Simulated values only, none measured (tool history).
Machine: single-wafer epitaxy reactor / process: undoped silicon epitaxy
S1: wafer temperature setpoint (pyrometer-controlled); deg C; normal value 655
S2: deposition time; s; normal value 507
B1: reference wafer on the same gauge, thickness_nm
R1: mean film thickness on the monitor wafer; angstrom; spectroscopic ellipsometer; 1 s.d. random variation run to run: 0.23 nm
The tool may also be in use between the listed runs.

{"run": 1, "hour": 0.0, "S1": 655, "S2": 507, "B1": 79.203, "R1": 944.99}
{"run": 2, "hour": 72.6, "S1": 655, "S2": 507, "B1": 79.217, "R1": 942.88}
{"run": 3, "hour": 122.0, "S1": 655, "S2": 507, "B1": 79.142, "R1": 949.28}
{"run": 4, "hour": 194.5, "S1": 655, "S2": 507, "B1": 79.153, "R1": 946.04}
{"run": 5, "hour": 257.4, "S1": 655, "S2": 507, "B1": 79.269, "R1": 946.57}
{"run": 6, "hour": 436.3, "S1": 652, "S2": 552, "B1": 79.199, "R1": 968.42}
{"hour": 546.0, "done": "pyrometer calibrated"}
{"run": 7, "hour": 634.8, "S1": 652, "S2": 552, "B1": 79.218, "R1": 958.22}
{"run": 8, "hour": 679.3, "S1": 652, "S2": 552, "B1": 79.16, "R1": 954.12}
{"run": 9, "hour": 749.2, "S1": 647, "S2": 459, "B1": 79.248, "R1": 708.48}
{"run": 10, "hour": 818.4, "S1": 647, "S2": 459, "B1": 79.125, "R1": 713.18}
{"run": 11, "hour": 887.4, "S1": 650, "S2": 507, "B1": 79.254, "R1": 842.57}
{"run": 12, "hour": 948.8, "S1": 650, "S2": 507, "B1": 79.183, "R1": 847.43}
{"run": 13, "hour": 1015.4, "S1": 655, "S2": 507, "B1": 79.213, "R1": 942.4}
{"run": 14, "hour": 1130.1, "S1": 655, "S2": 507, "B1": 79.221, "R1": 942.92}
{"run": 15, "hour": 1170.7, "S1": 655, "S2": 507, "B1": 79.201, "R1": 945.12}
{"run": 16, "hour": 1210.8, "S1": 646, "S2": 466, "B1": 79.195, "R1": 713.51}
{"hour": 1272.2, "done": "gauge calibrated"}
{"run": 17, "hour": 1279.0, "S1": 667, "S2": 434, "B1": 79.2, "R1": 1053.13}
{"run": 18, "hour": 1344.6, "S1": 667, "S2": 542, "B1": 79.204, "R1": 1319.71}
{"run": 19, "hour": 1381.9, "S1": 655, "S2": 569, "B1": 79.247, "R1": 1062.5}
{"hour": 1453.3, "done": "pyrometer calibrated"}
{"run": 20, "hour": 1461.7, "S1": 666, "S2": 596, "B1": 79.158, "R1": 1399.44}
{"run": 21, "hour": 1561.4, "S1": 667, "S2": 507, "B1": 79.207, "R1": 1218.89}
{"run": 22, "hour": 1600.9, "S1": 668, "S2": 507, "B1": 79.194, "R1": 1248.49}
{"run": 23, "hour": 1670.8, "S1": 667, "S2": 426, "B1": 79.234, "R1": 1024.1}
{"run": 24, "hour": 1769.2, "S1": 664, "S2": 454, "B1": 79.21, "R1": 1023.55}
{"run": 25, "hour": 1821.3, "S1": 655, "S2": 507, "B1": 79.164, "R1": 941.88}
{"run": 26, "hour": 1908.0, "S1": 662, "S2": 453, "B1": 79.155, "R1": 983.23}
{"run": 27, "hour": 1955.2, "S1": 655, "S2": 507, "B1": 79.19, "R1": 943.07}
{"run": 28, "hour": 2043.1, "S1": 648, "S2": 450, "B1": 79.162, "R1": 717.33}

Below, each run's measurement less what the same run would have read without the hidden state. Both values contain the same run-to-run variation, but the gauge's scatter may not be the same in both:
What the log doesn't record here: wafer temperature above the value expected at the setpoint (K); gauge reads high (%).
run=1 R1=+5.78
run=2 R1=+6.81
run=3 R1=+7.56
run=4 R1=+8.58
run=5 R1=+9.48
run=6 R1=+12.40
run=7 R1=-2.38
run=8 R1=-1.71
run=9 R1=-0.52
run=10 R1=+0.25
run=11 R1=+1.19
run=12 R1=+2.00
run=13 R1=+3.16
run=14 R1=+4.80
run=15 R1=+5.39
run=16 R1=+4.60
run=17 R1=+7.54
run=18 R1=+10.73
run=19 R1=+9.47
run=20 R1=-3.50
run=21 R1=-1.24
run=22 R1=-0.52
run=23 R1=+0.63
run=24 R1=+2.14
run=25 R1=+2.76
run=26 R1=+4.12
run=27 R1=+4.69
run=28 R1=+4.59
